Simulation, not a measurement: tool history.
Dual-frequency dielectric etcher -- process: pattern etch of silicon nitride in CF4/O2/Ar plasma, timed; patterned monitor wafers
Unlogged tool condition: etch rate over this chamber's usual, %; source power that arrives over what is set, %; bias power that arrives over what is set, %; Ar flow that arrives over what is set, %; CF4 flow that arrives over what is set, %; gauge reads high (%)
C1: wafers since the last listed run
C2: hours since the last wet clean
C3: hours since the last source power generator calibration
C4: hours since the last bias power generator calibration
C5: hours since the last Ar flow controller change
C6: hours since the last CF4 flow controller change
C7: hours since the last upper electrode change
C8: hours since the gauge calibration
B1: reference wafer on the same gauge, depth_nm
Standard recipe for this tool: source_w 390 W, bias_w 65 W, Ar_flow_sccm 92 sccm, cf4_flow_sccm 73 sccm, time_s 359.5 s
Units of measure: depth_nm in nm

run 1 hour=0 | source_w=390 bias_w=65 Ar_flow_sccm=92 cf4_flow_sccm=73 time_s=324 | C1=0 C2=433.4 C3=1521.9 C4=2462.3 C5=5224.4 C6=4392.5 C7=5748.6 C8=166 | B1=618.1 | depth_nm=542.7
run 2 hour=10.7 | source_w=390 bias_w=65 Ar_flow_sccm=92 cf4_flow_sccm=73 time_s=324 | C1=58 C2=444.1 C3=1532.6 C4=2473 C5=5235.1 C6=4403.2 C7=5759.3 C8=176.7 | B1=618.2 | depth_nm=541.1
run 3 hour=18.5 | source_w=390 bias_w=65 Ar_flow_sccm=92 cf4_flow_sccm=73 time_s=359.5 | C1=42 C2=451.9 C3=1540.4 C4=2480.8 C5=5242.9 C6=4411 C7=5767.1 C8=184.5 | B1=618.3 | depth_nm=600
run 4 hour=35.9 | source_w=390 bias_w=65 Ar_flow_sccm=92 cf4_flow_sccm=73 time_s=359.5 | C1=94 C2=469.3 C3=1557.8 C4=2498.2 C5=5260.3 C6=4428.4 C7=5784.5 C8=201.9 | B1=618.1 | depth_nm=605.6
-- hour=44.4 source power generator calibrated
-- hour=64 wet clean of the chamber
run 5 hour=64.5 | source_w=390 bias_w=65 Ar_flow_sccm=92 cf4_flow_sccm=73 time_s=359.5 | C1=27 C2=0.5 C3=20.1 C4=2526.8 C5=5288.9 C6=4457 C7=5813.1 C8=230.5 | B1=618 | depth_nm=585.7
run 6 hour=65 | source_w=390 bias_w=65 Ar_flow_sccm=92 cf4_flow_sccm=73 time_s=359.5 | C1=2 C2=1 C3=20.6 C4=2527.3 C5=5289.4 C6=4457.5 C7=5813.6 C8=231 | B1=617.9 | depth_nm=587.3
run 7 hour=65.4 | source_w=390 bias_w=65 Ar_flow_sccm=92 cf4_flow_sccm=73 time_s=359.5 | C1=2 C2=1.4 C3=21 C4=2527.7 C5=5289.8 C6=4457.9 C7=5814 C8=231.4 | B1=618.2 | depth_nm=590.4
-- hour=85.3 Ar flow controller replaced
run 8 hour=85.8 | source_w=420 bias_w=65 Ar_flow_sccm=92 cf4_flow_sccm=88 time_s=462.5 | C1=78 C2=21.8 C3=41.4 C4=2548.1 C5=0.5 C6=4478.3 C7=5834.4 C8=251.8 | B1=618 | depth_nm=802.5
run 9 hour=102.6 | source_w=390 bias_w=65 Ar_flow_sccm=92 cf4_flow_sccm=73 time_s=309.5 | C1=91 C2=38.6 C3=58.2 C4=2564.9 C5=17.3 C6=4495.1 C7=5851.2 C8=268.6 | B1=617.7 | depth_nm=507.2
run 10 hour=115 | source_w=450 bias_w=65 Ar_flow_sccm=103 cf4_flow_sccm=56 time_s=433 | C1=67 C2=51 C3=70.6 C4=2577.3 C5=29.7 C6=4507.5 C7=5863.6 C8=281 | B1=617.8 | depth_nm=733
-- hour=137.7 bias power generator calibrated
-- hour=145.4 upper electrode replaced
-- hour=147.3 CF4 flow controller replaced
run 11 hour=152.1 | source_w=390 bias_w=65 Ar_flow_sccm=92 cf4_flow_sccm=73 time_s=415 | C1=128 C2=88.1 C3=107.7 C4=14.4 C5=66.8 C6=4.8 C7=6.7 C8=318.1 | B1=618.2 | depth_nm=686.8
run 12 hour=165.3 | source_w=390 bias_w=65 Ar_flow_sccm=92 cf4_flow_sccm=73 time_s=359.5 | C1=71 C2=101.3 C3=120.9 C4=27.6 C5=80 C6=18 C7=19.9 C8=331.3 | B1=618.3 | depth_nm=592.6
run 13 hour=172.9 | source_w=390 bias_w=65 Ar_flow_sccm=92 cf4_flow_sccm=73 time_s=359.5 | C1=41 C2=108.9 C3=128.5 C4=35.2 C5=87.6 C6=25.6 C7=27.5 C8=338.9 | B1=618.1 | depth_nm=590.7
-- hour=189.4 gauge calibrated
run 14 hour=190.8 | source_w=320 bias_w=65 Ar_flow_sccm=81 cf4_flow_sccm=73 time_s=359.5 | C1=97 C2=126.8 C3=146.4 C4=53.1 C5=105.5 C6=43.5 C7=45.4 C8=1.4 | B1=618 | depth_nm=548.9
run 15 hour=202.5 | source_w=310 bias_w=59 Ar_flow_sccm=92 cf4_flow_sccm=83 time_s=270 | C1=63 C2=138.5 C3=158.1 C4=64.8 C5=117.2 C6=55.2 C7=57.1 C8=13.1 | B1=618 | depth_nm=391.8
run 16 hour=210.5 | source_w=390 bias_w=60 Ar_flow_sccm=92 cf4_flow_sccm=73 time_s=313 | C1=43 C2=146.5 C3=166.1 C4=72.8 C5=125.2 C6=63.2 C7=65.1 C8=21.1 | B1=617.7 | depth_nm=499.9
run 17 hour=221.3 | source_w=390 bias_w=65 Ar_flow_sccm=92 cf4_flow_sccm=73 time_s=458.5 | C1=58 C2=157.3 C3=176.9 C4=83.6 C5=136 C6=74 C7=75.9 C8=31.9 | B1=618 | depth_nm=757.6
run 18 hour=231.1 | source_w=390 bias_w=65 Ar_flow_sccm=92 cf4_flow_sccm=73 time_s=359.5 | C1=53 C2=167.1 C3=186.7 C4=93.4 C5=145.8 C6=83.8 C7=85.7 C8=41.7 | B1=618.2 | depth_nm=593.4
run 19 hour=248.9 | source_w=390 bias_w=58 Ar_flow_sccm=92 cf4_flow_sccm=73 time_s=407.5 | C1=97 C2=184.9 C3=204.5 C4=111.2 C5=163.6 C6=101.6 C7=103.5 C8=59.5 | B1=618.4 | depth_nm=643.5
run 20 hour=255.8 | source_w=390 bias_w=60 Ar_flow_sccm=92 cf4_flow_sccm=80 time_s=291 | C1=37 C2=191.8 C3=211.4 C4=118.1 C5=170.5 C6=108.5 C7=110.4 C8=66.4 | B1=618.1 | depth_nm=469.5
run 21 hour=264.9 | source_w=390 bias_w=65 Ar_flow_sccm=92 cf4_flow_sccm=73 time_s=359.5 | C1=49 C2=200.9 C3=220.5 C4=127.2 C5=179.6 C6=117.6 C7=119.5 C8=75.5 | B1=618 | depth_nm=595.7
run 22 hour=280.5 | source_w=310 bias_w=59 Ar_flow_sccm=92 cf4_flow_sccm=83 time_s=270 | C1=85 C2=216.5 C3=236.1 C4=142.8 C5=195.2 C6=133.2 C7=135.1 C8=91.1 | B1=618 | depth_nm=390.3

Exercise: give the hidden state of the tool at every run:
source power that arrives over what is set, %: 0, the same for each run
bias power that arrives over what is set, %: 0, the same for each run
Ar flow that arrives over what is set, %: 0, the same for each run
CF4 flow that arrives over what is set, %: 0, the same for each run
gauge reads high (%): 0, the same for each run
H1: etch rate over this chamber's usual, %
run=1 H1=3.3
run=2 H1=3.37
run=3 H1=3.42
run=4 H1=3.53
run=5 H1=0.906
run=6 H1=0.909
run=7 H1=0.911
run=8 H1=1.04
run=9 H1=1.15
run=10 H1=1.23
run=11 H1=1.47
run=12 H1=1.55
run=13 H1=1.6
run=14 H1=1.72
run=15 H1=1.79
run=16 H1=1.84
run=17 H1=1.91
run=18 H1=1.98
run=19 H1=2.09
run=20 H1=2.14
run=21 H1=2.19
run=22 H1=2.29
